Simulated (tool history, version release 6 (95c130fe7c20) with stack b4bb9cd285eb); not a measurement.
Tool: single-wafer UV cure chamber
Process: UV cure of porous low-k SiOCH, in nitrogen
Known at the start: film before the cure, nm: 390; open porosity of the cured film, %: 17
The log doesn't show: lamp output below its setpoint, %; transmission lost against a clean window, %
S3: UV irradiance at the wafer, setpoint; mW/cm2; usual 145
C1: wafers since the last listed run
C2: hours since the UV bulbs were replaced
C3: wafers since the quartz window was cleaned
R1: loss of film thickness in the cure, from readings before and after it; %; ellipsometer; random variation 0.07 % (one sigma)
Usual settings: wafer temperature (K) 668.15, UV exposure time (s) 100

Run 1, day 0: usual settings; C1 0; C2 1743.2; C3 4357. Result: R1 7.845 %.
Run 2, day 0.362: usual settings but UV exposure time (s) 55; C1 60; C2 1751.9; C3 4418. Result: R1 5.582 %.
Run 3, day 1.671: usual settings but UV exposure time (s) 55; C1 219; C2 1783.3; C3 4637. Result: R1 5.496 %.
Run 4, day 2.15: usual settings but wafer temperature (K) 661.15, S3 130 mW/cm2; C1 80; C2 1794.8; C3 4718. Result: R1 7.338 %.
Run 5, day 2.875: usual settings but wafer temperature (K) 661.15, S3 130 mW/cm2; C1 121; C2 1812.2; C3 4840. Result: R1 7.207 %.
Run 6, day 3.4: usual settings but wafer temperature (K) 661.15, S3 130 mW/cm2; C1 88; C2 1824.8; C3 4928. Result: R1 7.23 %.
Run 7, day 3.717: usual settings; C1 53; C2 1832.4; C3 4981. Result: R1 7.691 %.
Run 8, day 4.004: usual settings; C1 48; C2 1839.3; C3 5029. Result: R1 7.758 %.
Run 9, day 4.312: usual settings; C1 51; C2 1846.7; C3 5081. Result: R1 7.795 %.
Run 10, day 4.654: usual settings but wafer temperature (K) 675.15, S3 110 mW/cm2; C1 57; C2 1854.9; C3 5138. Result: R1 6.793 %.
At day 4.996: quartz window cleaned.
Run 11, day 5.258: usual settings; C1 45; C2 1869.4; C3 44. Result: R1 8.568 %.
Run 12, day 5.617: usual settings but wafer temperature (K) 682.15, S3 117 mW/cm2; C1 60; C2 1878; C3 104. Result: R1 7.896 %.
Run 13, day 6.138: usual settings but wafer temperature (K) 687.15, UV exposure time (s) 70, S3 180 mW/cm2; C1 87; C2 1890.5; C3 191. Result: R1 8.34 %.
At day 6.896: UV bulbs replaced.
Run 14, day 6.917: usual settings but UV exposure time (s) 140; C1 74; C2 0.5; C3 266. Result: R1 9.954 %.
Run 15, day 7.479: usual settings but UV exposure time (s) 70, S3 185 mW/cm2; C1 94; C2 14; C3 361. Result: R1 8.125 %.
Run 16, day 8: usual settings but wafer temperature (K) 657.15, UV exposure time (s) 60; C1 87; C2 26.5; C3 448. Result: R1 6.406 %.
Run 17, day 8.671: usual settings but UV exposure time (s) 125, S3 183 mW/cm2; C1 112; C2 42.6; C3 561. Result: R1 10.484 %.
Run 18, day 9.092: usual settings but UV exposure time (s) 55, S3 125 mW/cm2; C1 70; C2 52.7; C3 631. Result: R1 5.683 %.

Forecast each of these 4 alternatives for the next run:
Run A, day 9.112: usual settings but UV exposure time (s) 45; C1 3; C2 53.2; C3 635. Result: R1 ?.
Run B, day 9.112: usual settings but wafer temperature (K) 684.15, S3 179 mW/cm2; C1 3; C2 53.2; C3 635. Result: R1 ?.
Run C, day 9.112: usual settings but UV exposure time (s) 75, S3 132 mW/cm2; C1 3; C2 53.2; C3 635. Result: R1 ?.
Run D, day 9.112: usual settings but wafer temperature (K) 650.15, UV exposure time (s) 45, S3 115 mW/cm2; C1 3; C2 53.2; C3 635. Result: R1 ?.

run     R1
  A  5.497
  B  9.686
  C  7.038
  D   4.48
Without the tool's hidden state the same runs would have given:
run     R1
  A   5.68
  B  9.906
  C   7.24
  D  4.646
